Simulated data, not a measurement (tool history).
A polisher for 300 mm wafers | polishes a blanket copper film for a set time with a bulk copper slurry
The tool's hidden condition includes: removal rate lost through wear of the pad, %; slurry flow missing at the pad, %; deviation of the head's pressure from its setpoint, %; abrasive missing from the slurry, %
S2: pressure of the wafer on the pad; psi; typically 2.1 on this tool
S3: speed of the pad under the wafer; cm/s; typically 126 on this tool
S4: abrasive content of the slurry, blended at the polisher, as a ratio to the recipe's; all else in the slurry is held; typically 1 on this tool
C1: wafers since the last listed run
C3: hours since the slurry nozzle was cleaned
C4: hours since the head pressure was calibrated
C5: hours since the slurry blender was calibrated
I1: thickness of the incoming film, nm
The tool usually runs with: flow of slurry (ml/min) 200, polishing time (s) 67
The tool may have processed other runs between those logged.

{"run": 1, "hour": 0.0, "flow of slurry (ml/min)": 200, "S2": 1.9, "S3": 126, "S4": 1, "polishing time (s)": 67, "C1": 0, "wafers polished on this pad": 6773, "C3": 599.8, "C4": 1076.9, "C5": 497.2, "I1": 1796.9, "film removed (nm)": 546.1}
{"hour": 27.2, "done": "head pressure recalibrated"}
{"hour": 109.2, "done": "slurry nozzle cleaned"}
{"hour": 125.0, "done": "worn pad replaced by a new one"}
{"run": 2, "hour": 162.5, "flow of slurry (ml/min)": 200, "S2": 1.9, "S3": 126, "S4": 1, "polishing time (s)": 67, "C1": 1577, "wafers polished on this pad": 379, "C3": 53.3, "C4": 135.3, "C5": 659.7, "I1": 1789.7, "film removed (nm)": 545.6}
{"hour": 195.4, "done": "slurry blender recalibrated"}
{"run": 3, "hour": 267.1, "flow of slurry (ml/min)": 200, "S2": 1.9, "S3": 126, "S4": 1, "polishing time (s)": 67, "C1": 1040, "wafers polished on this pad": 1420, "C3": 157.9, "C4": 239.9, "C5": 71.7, "I1": 1793.7, "film removed (nm)": 535.9}
{"run": 4, "hour": 348.0, "flow of slurry (ml/min)": 200, "S2": 2.1, "S3": 126, "S4": 1, "polishing time (s)": 67, "C1": 820, "wafers polished on this pad": 2241, "C3": 238.8, "C4": 320.8, "C5": 152.6, "I1": 1779.6, "film removed (nm)": 596.6}
{"run": 5, "hour": 391.3, "flow of slurry (ml/min)": 180, "S2": 2.1, "S3": 126, "S4": 1, "polishing time (s)": 67, "C1": 439, "wafers polished on this pad": 2680, "C3": 282.1, "C4": 364.1, "C5": 195.9, "I1": 1803.3, "film removed (nm)": 586.6}
{"run": 6, "hour": 462.9, "flow of slurry (ml/min)": 180, "S2": 2.1, "S3": 126, "S4": 1, "polishing time (s)": 67, "C1": 726, "wafers polished on this pad": 3406, "C3": 353.7, "C4": 435.7, "C5": 267.5, "I1": 1796.1, "film removed (nm)": 589.2}
{"run": 7, "hour": 540.7, "flow of slurry (ml/min)": 200, "S2": 2.1, "S3": 126, "S4": 1, "polishing time (s)": 67, "C1": 789, "wafers polished on this pad": 4195, "C3": 431.5, "C4": 513.5, "C5": 345.3, "I1": 1779.5, "film removed (nm)": 592.4}
{"run": 8, "hour": 617.9, "flow of slurry (ml/min)": 135, "S2": 1.6, "S3": 94, "S4": 1, "polishing time (s)": 67, "C1": 782, "wafers polished on this pad": 4978, "C3": 508.7, "C4": 590.7, "C5": 422.5, "I1": 1806.5, "film removed (nm)": 329.1}
{"run": 9, "hour": 695.2, "flow of slurry (ml/min)": 165, "S2": 2.1, "S3": 110, "S4": 0.85, "polishing time (s)": 77, "C1": 783, "wafers polished on this pad": 5762, "C3": 586, "C4": 668, "C5": 499.8, "I1": 1797.6, "film removed (nm)": 567.4}
{"hour": 741.7, "done": "slurry nozzle cleaned"}
{"run": 10, "hour": 742.2, "flow of slurry (ml/min)": 200, "S2": 2.1, "S3": 126, "S4": 1, "polishing time (s)": 67, "C1": 466, "wafers polished on this pad": 6228, "C3": 0.5, "C4": 715, "C5": 546.8, "I1": 1805.3, "film removed (nm)": 588.9}
{"hour": 774.8, "done": "worn pad replaced by a new one"}
{"run": 11, "hour": 834.7, "flow of slurry (ml/min)": 200, "S2": 2.1, "S3": 86, "S4": 1, "polishing time (s)": 78, "C1": 897, "wafers polished on this pad": 607, "C3": 93, "C4": 807.5, "C5": 639.3, "I1": 1793.4, "film removed (nm)": 475}
{"run": 12, "hour": 872.9, "flow of slurry (ml/min)": 135, "S2": 2.7, "S3": 102, "S4": 1.3, "polishing time (s)": 67, "C1": 387, "wafers polished on this pad": 994, "C3": 131.2, "C4": 845.7, "C5": 677.5, "I1": 1800.8, "film removed (nm)": 607.8}
{"hour": 886.9, "done": "slurry blender recalibrated"}
{"run": 13, "hour": 1013.3, "flow of slurry (ml/min)": 200, "S2": 2.1, "S3": 96, "S4": 1, "polishing time (s)": 67, "C1": 1403, "wafers polished on this pad": 2398, "C3": 271.6, "C4": 986.1, "C5": 126.4, "I1": 1794.7, "film removed (nm)": 448.5}
{"run": 14, "hour": 1118.2, "flow of slurry (ml/min)": 200, "S2": 2.1, "S3": 88, "S4": 1, "polishing time (s)": 67, "C1": 1063, "wafers polished on this pad": 3462, "C3": 376.5, "C4": 1091, "C5": 231.3, "I1": 1784.5, "film removed (nm)": 414.1}
{"run": 15, "hour": 1223.3, "flow of slurry (ml/min)": 200, "S2": 2.1, "S3": 126, "S4": 1, "polishing time (s)": 67, "C1": 1065, "wafers polished on this pad": 4528, "C3": 481.6, "C4": 1196.1, "C5": 336.4, "I1": 1792.4, "film removed (nm)": 584.3}
{"hour": 1289.5, "done": "head pressure recalibrated"}
{"run": 16, "hour": 1307.7, "flow of slurry (ml/min)": 165, "S2": 2.1, "S3": 126, "S4": 1.15, "polishing time (s)": 67, "C1": 835, "wafers polished on this pad": 5363, "C3": 566, "C4": 18.2, "C5": 420.8, "I1": 1823.8, "film removed (nm)": 592.9}
{"run": 17, "hour": 1415.6, "flow of slurry (ml/min)": 200, "S2": 1.4, "S3": 158, "S4": 1, "polishing time (s)": 59, "C1": 1094, "wafers polished on this pad": 6457, "C3": 673.9, "C4": 126.1, "C5": 528.7, "I1": 1783.7, "film removed (nm)": 456.9}
{"run": 18, "hour": 1476.3, "flow of slurry (ml/min)": 200, "S2": 2.1, "S3": 126, "S4": 1, "polishing time (s)": 67, "C1": 615, "wafers polished on this pad": 7073, "C3": 734.6, "C4": 186.8, "C5": 589.4, "I1": 1811, "film removed (nm)": 596.8}
{"hour": 1525.8, "done": "worn pad replaced by a new one"}
{"hour": 1530.8, "done": "slurry nozzle cleaned"}
{"run": 19, "hour": 1551.0, "flow of slurry (ml/min)": 255, "S2": 2.8, "S3": 90, "S4": 1.1, "polishing time (s)": 67, "C1": 706, "wafers polished on this pad": 245, "C3": 20.2, "C4": 261.5, "C5": 664.1, "I1": 1808.4, "film removed (nm)": 585.1}
{"hour": 1563.5, "done": "slurry blender recalibrated"}
{"run": 20, "hour": 1608.3, "flow of slurry (ml/min)": 200, "S2": 2.1, "S3": 98, "S4": 0.8, "polishing time (s)": 67, "C1": 560, "wafers polished on this pad": 805, "C3": 77.5, "C4": 318.8, "C5": 44.8, "I1": 1824.2, "film removed (nm)": 438.5}
{"run": 21, "hour": 1666.6, "flow of slurry (ml/min)": 200, "S2": 2.1, "S3": 126, "S4": 1, "polishing time (s)": 67, "C1": 591, "wafers polished on this pad": 1397, "C3": 135.8, "C4": 377.1, "C5": 103.1, "I1": 1832, "film removed (nm)": 599}
{"run": 22, "hour": 1766.3, "flow of slurry (ml/min)": 200, "S2": 2.1, "S3": 126, "S4": 1, "polishing time (s)": 67, "C1": 1011, "wafers polished on this pad": 2408, "C3": 235.5, "C4": 476.8, "C5": 202.8, "I1": 1804, "film removed (nm)": 595}
{"run": 23, "hour": 1860.4, "flow of slurry (ml/min)": 200, "S2": 2.8, "S3": 126, "S4": 1, "polishing time (s)": 67, "C1": 954, "wafers polished on this pad": 3362, "C3": 329.6, "C4": 570.9, "C5": 296.9, "I1": 1832.5, "film removed (nm)": 770}
{"run": 24, "hour": 1947.6, "flow of slurry (ml/min)": 200, "S2": 2.1, "S3": 158, "S4": 1, "polishing time (s)": 67, "C1": 884, "wafers polished on this pad": 4247, "C3": 416.8, "C4": 658.1, "C5": 384.1, "I1": 1811.6, "film removed (nm)": 749.6}
{"run": 25, "hour": 2039.0, "flow of slurry (ml/min)": 200, "S2": 1.8, "S3": 126, "S4": 1, "polishing time (s)": 59, "C1": 926, "wafers polished on this pad": 5173, "C3": 508.2, "C4": 749.5, "C5": 475.5, "I1": 1789, "film removed (nm)": 452.8}
{"run": 26, "hour": 2095.6, "flow of slurry (ml/min)": 200, "S2": 2.1, "S3": 126, "S4": 1, "polishing time (s)": 67, "C1": 574, "wafers polished on this pad": 5747, "C3": 564.8, "C4": 806.1, "C5": 532.1, "I1": 1829.5, "film removed (nm)": 591.8}
{"run": 27, "hour": 2159.2, "flow of slurry (ml/min)": 200, "S2": 1.9, "S3": 126, "S4": 1, "polishing time (s)": 67, "C1": 645, "wafers polished on this pad": 6393, "C3": 628.4, "C4": 869.7, "C5": 595.7, "I1": 1813.9, "film removed (nm)": 537.6}
{"hour": 2183.2, "done": "slurry blender recalibrated"}
{"hour": 2227.9, "done": "worn pad replaced by a new one"}
{"run": 28, "hour": 2228.4, "flow of slurry (ml/min)": 200, "S2": 2.1, "S3": 126, "S4": 1, "polishing time (s)": 67, "C1": 640, "wafers polished on this pad": 5, "C3": 697.6, "C4": 938.9, "C5": 45.2, "I1": 1784.4, "film removed (nm)": 601}
{"run": 29, "hour": 2315.3, "flow of slurry (ml/min)": 250, "S2": 2.5, "S3": 126, "S4": 0.8, "polishing time (s)": 67, "C1": 881, "wafers polished on this pad": 886, "C3": 784.5, "C4": 1025.8, "C5": 132.1, "I1": 1785.1, "film removed (nm)": 683.9}

Consider 5 possible next runs. They are alternatives, not a sequence: every one starts from the tool as it was left by run 29. What does each give?
{"run": "A", "hour": 2315.7, "flow of slurry (ml/min)": 200, "S2": 2.1, "S3": 126, "S4": 1, "polishing time (s)": 67, "C1": 4, "wafers polished on this pad": 890, "C3": 784.9, "C4": 1026.2, "C5": 132.5, "I1": 1787.1, "film removed (nm)": "?"}
{"run": "B", "hour": 2315.7, "flow of slurry (ml/min)": 200, "S2": 2.1, "S3": 126, "S4": 0.9, "polishing time (s)": 85, "C1": 4, "wafers polished on this pad": 890, "C3": 784.9, "C4": 1026.2, "C5": 132.5, "I1": 1787.1, "film removed (nm)": "?"}
{"run": "C", "hour": 2315.7, "flow of slurry (ml/min)": 200, "S2": 2.1, "S3": 126, "S4": 0.7, "polishing time (s)": 67, "C1": 4, "wafers polished on this pad": 890, "C3": 784.9, "C4": 1026.2, "C5": 132.5, "I1": 1787.1, "film removed (nm)": "?"}
{"run": "D", "hour": 2315.7, "flow of slurry (ml/min)": 170, "S2": 2.1, "S3": 126, "S4": 1.3, "polishing time (s)": 46, "C1": 4, "wafers polished on this pad": 890, "C3": 784.9, "C4": 1026.2, "C5": 132.5, "I1": 1787.1, "film removed (nm)": "?"}
{"run": "E", "hour": 2315.7, "flow of slurry (ml/min)": 200, "S2": 2.1, "S3": 92, "S4": 0.8, "polishing time (s)": 59, "C1": 4, "wafers polished on this pad": 890, "C3": 784.9, "C4": 1026.2, "C5": 132.5, "I1": 1787.1, "film removed (nm)": "?"}

run=A film_removed_(nm)=592.3
run=B film_removed_(nm)=736.3
run=C film_removed_(nm)=554
run=D film_removed_(nm)=421.1
run=E film_removed_(nm)=365
Without the tool's unlogged condition, the same runs would have read:
run=A film_removed_(nm)=592.3
run=B film_removed_(nm)=736.3
run=C film_removed_(nm)=554
run=D film_removed_(nm)=421.1
run=E film_removed_(nm)=365

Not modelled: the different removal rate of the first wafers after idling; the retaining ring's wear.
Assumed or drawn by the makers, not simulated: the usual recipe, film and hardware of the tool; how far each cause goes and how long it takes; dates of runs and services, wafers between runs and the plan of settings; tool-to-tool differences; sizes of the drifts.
